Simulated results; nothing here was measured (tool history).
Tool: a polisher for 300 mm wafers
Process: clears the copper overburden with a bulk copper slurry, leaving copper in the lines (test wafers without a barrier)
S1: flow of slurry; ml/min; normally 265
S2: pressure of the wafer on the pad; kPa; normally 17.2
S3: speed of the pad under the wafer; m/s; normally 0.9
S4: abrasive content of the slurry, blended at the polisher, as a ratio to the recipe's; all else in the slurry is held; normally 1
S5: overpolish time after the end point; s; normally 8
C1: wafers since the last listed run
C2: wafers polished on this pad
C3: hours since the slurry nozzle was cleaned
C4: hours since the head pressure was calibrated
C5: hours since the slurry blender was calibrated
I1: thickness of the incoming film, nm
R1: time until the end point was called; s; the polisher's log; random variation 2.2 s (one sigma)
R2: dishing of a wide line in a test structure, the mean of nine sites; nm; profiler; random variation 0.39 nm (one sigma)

| run | hour | S1 | S2 | S3 | S4 | S5 | C1 | C2 | C3 | C4 | C5 | I1 | R1 | R2 |
|---|---|---|---|---|---|---|---|---|---|---|---|---|---|---|
| 1 | 0 | 330 | 17.2 | 0.9 | 1 | 8 | 0 | 814 | 537.5 | 1154 | 104.5 | 770.6 | 137.9 | 30.9 |
| 2 | 14.1 | 265 | 17.2 | 0.9 | 1 | 8 | 178 | 993 | 551.6 | 1168.1 | 118.6 | 783.6 | 155.2 | 28.8 |
|  | 20.2 | worn pad replaced by a new one |
| 3 | 24.6 | 265 | 17.2 | 0.9 | 1 | 8 | 82 | 55 | 562.1 | 1178.6 | 129.1 | 776.9 | 140.7 | 31 |
| 4 | 38.8 | 265 | 17.2 | 0.9 | 1 | 8 | 179 | 235 | 576.3 | 1192.8 | 143.3 | 776 | 143 | 30.6 |
| 5 | 55.1 | 265 | 17.2 | 0.9 | 1 | 8 | 206 | 441 | 592.6 | 1209.1 | 159.6 | 774.1 | 144.2 | 30.9 |
| 6 | 65.7 | 265 | 17.2 | 0.9 | 0.9 | 7 | 134 | 575 | 603.2 | 1219.7 | 170.2 | 768.3 | 140.8 | 27.6 |
| 7 | 81.3 | 265 | 17.2 | 0.9 | 0.9 | 7 | 197 | 773 | 618.8 | 1235.3 | 185.8 | 774.1 | 152 | 26 |
|  | 93.8 | head pressure recalibrated |
| 8 | 94.3 | 265 | 17.2 | 0.9 | 0.9 | 7 | 139 | 913 | 631.8 | 0.5 | 198.8 | 777.7 | 151.5 | 25.4 |
|  | 99.1 | worn pad replaced by a new one |
| 9 | 122.6 | 265 | 17.2 | 0.9 | 1 | 8 | 307 | 297 | 660.1 | 28.8 | 227.1 | 767.4 | 136.6 | 31.1 |
| 10 | 130.2 | 265 | 17.2 | 0.9 | 1 | 6 | 96 | 393 | 667.7 | 36.4 | 234.7 | 783.1 | 142.1 | 23.6 |
| 11 | 145.6 | 265 | 17.2 | 0.9 | 1 | 6 | 195 | 589 | 683.1 | 51.8 | 250.1 | 772.8 | 143.2 | 23.9 |
| 12 | 158.4 | 265 | 13.1 | 1.08 | 1.2 | 7 | 162 | 751 | 695.9 | 64.6 | 262.9 | 776.9 | 157.9 | 24.9 |
| 13 | 173.4 | 265 | 15.2 | 1.06 | 0.9 | 8 | 190 | 941 | 710.9 | 79.6 | 277.9 | 769.1 | 146.9 | 28.8 |
| 14 | 181.8 | 265 | 17.2 | 1.12 | 1 | 8 | 106 | 1047 | 719.3 | 88 | 286.3 | 778.8 | 126 | 33.6 |
|  | 189.7 | worn pad replaced by a new one, of another model than before |
| 15 | 196.7 | 265 | 17.2 | 0.9 | 1 | 8 | 138 | 89 | 734.2 | 102.9 | 301.2 | 775.4 | 138.1 | 30.6 |
| 16 | 203.4 | 230 | 17.2 | 1.06 | 1 | 4 | 84 | 174 | 740.9 | 109.6 | 307.9 | 769.5 | 121 | 18.8 |
| 17 | 212.5 | 350 | 17.2 | 0.68 | 1.25 | 12 | 115 | 289 | 750 | 118.7 | 317 | 781.9 | 160.7 | 39 |
| 18 | 226.9 | 265 | 19.3 | 1.12 | 1 | 10 | 182 | 471 | 764.4 | 133.1 | 331.4 | 782.9 | 110.6 | 44.5 |
| 19 | 243.8 | 265 | 12.4 | 0.9 | 1 | 8 | 214 | 685 | 781.3 | 150 | 348.3 | 786.8 | 184.9 | 24.5 |
| 20 | 253.5 | 265 | 17.2 | 0.9 | 1 | 8 | 122 | 808 | 791 | 159.7 | 358 | 763.8 | 144.4 | 29.4 |
|  | 254.5 | slurry nozzle cleaned |
|  | 258.6 | slurry blender recalibrated |
|  | 276.8 | worn pad replaced by a new one |
| 21 | 300.4 | 265 | 17.2 | 0.9 | 1 | 8 | 505 | 299 | 45.9 | 206.6 | 41.8 | 789.4 | 149.7 | 29.9 |
| 22 | 313.5 | 335 | 17.2 | 0.9 | 1 | 12 | 166 | 465 | 59 | 219.7 | 54.9 | 780 | 144.8 | 41.7 |
| 23 | 320.3 | 300 | 13.1 | 0.9 | 1.25 | 8 | 86 | 551 | 65.8 | 226.5 | 61.7 | 780.2 | 173.9 | 26.2 |
| 24 | 327 | 265 | 15.9 | 0.9 | 0.9 | 8 | 84 | 636 | 72.5 | 233.2 | 68.4 | 763.6 | 157.1 | 27.1 |
| 25 | 334.3 | 235 | 12.4 | 1.1 | 1 | 8 | 92 | 728 | 79.8 | 240.5 | 75.7 | 775.8 | 168.1 | 26.5 |
| 26 | 346.5 | 265 | 17.2 | 0.9 | 1 | 8 | 154 | 883 | 92 | 252.7 | 87.9 | 781.1 | 160.8 | 29 |
| 27 | 362.1 | 265 | 17.2 | 0.9 | 0.75 | 8 | 197 | 1080 | 107.6 | 268.3 | 103.5 | 771.3 | 169.5 | 26.2 |
|  | 367.1 | worn pad replaced by a new one |
| 28 | 376.2 | 220 | 17.2 | 0.9 | 1 | 8 | 127 | 115 | 121.7 | 282.4 | 117.6 | 776.2 | 141.6 | 31.1 |

What if the next run were any one of these 4? Each begins from the tool's condition after run 28:
| A | 376.6 | 265 | 17.2 | 0.9 | 1 | 8 | 5 | 120 | 122.1 | 282.8 | 118 | 776.2 | ? | ? |
| B | 376.6 | 265 | 15.9 | 0.9 | 1 | 6 | 5 | 120 | 122.1 | 282.8 | 118 | 776.2 | ? | ? |
| C | 376.6 | 290 | 17.2 | 0.6 | 1 | 8 | 5 | 120 | 122.1 | 282.8 | 118 | 776.2 | ? | ? |
| D | 376.6 | 265 | 17.2 | 0.6 | 0.8 | 10 | 5 | 120 | 122.1 | 282.8 | 118 | 776.2 | ? | ? |

| run | R1 | R2 |
|---|---|---|
| A | 137.3 | 31 |
| B | 145.8 | 22.8 |
| C | 180 | 24.5 |
| D | 187.9 | 28.7 |
Stripped of hidden state, with their random variation kept, the same runs would have yielded:
| run | R1 | R2 |
|---|---|---|
| A | 136.5 | 31.1 |
| B | 145 | 23 |
| C | 178.9 | 24.6 |
| D | 186.8 | 28.8 |

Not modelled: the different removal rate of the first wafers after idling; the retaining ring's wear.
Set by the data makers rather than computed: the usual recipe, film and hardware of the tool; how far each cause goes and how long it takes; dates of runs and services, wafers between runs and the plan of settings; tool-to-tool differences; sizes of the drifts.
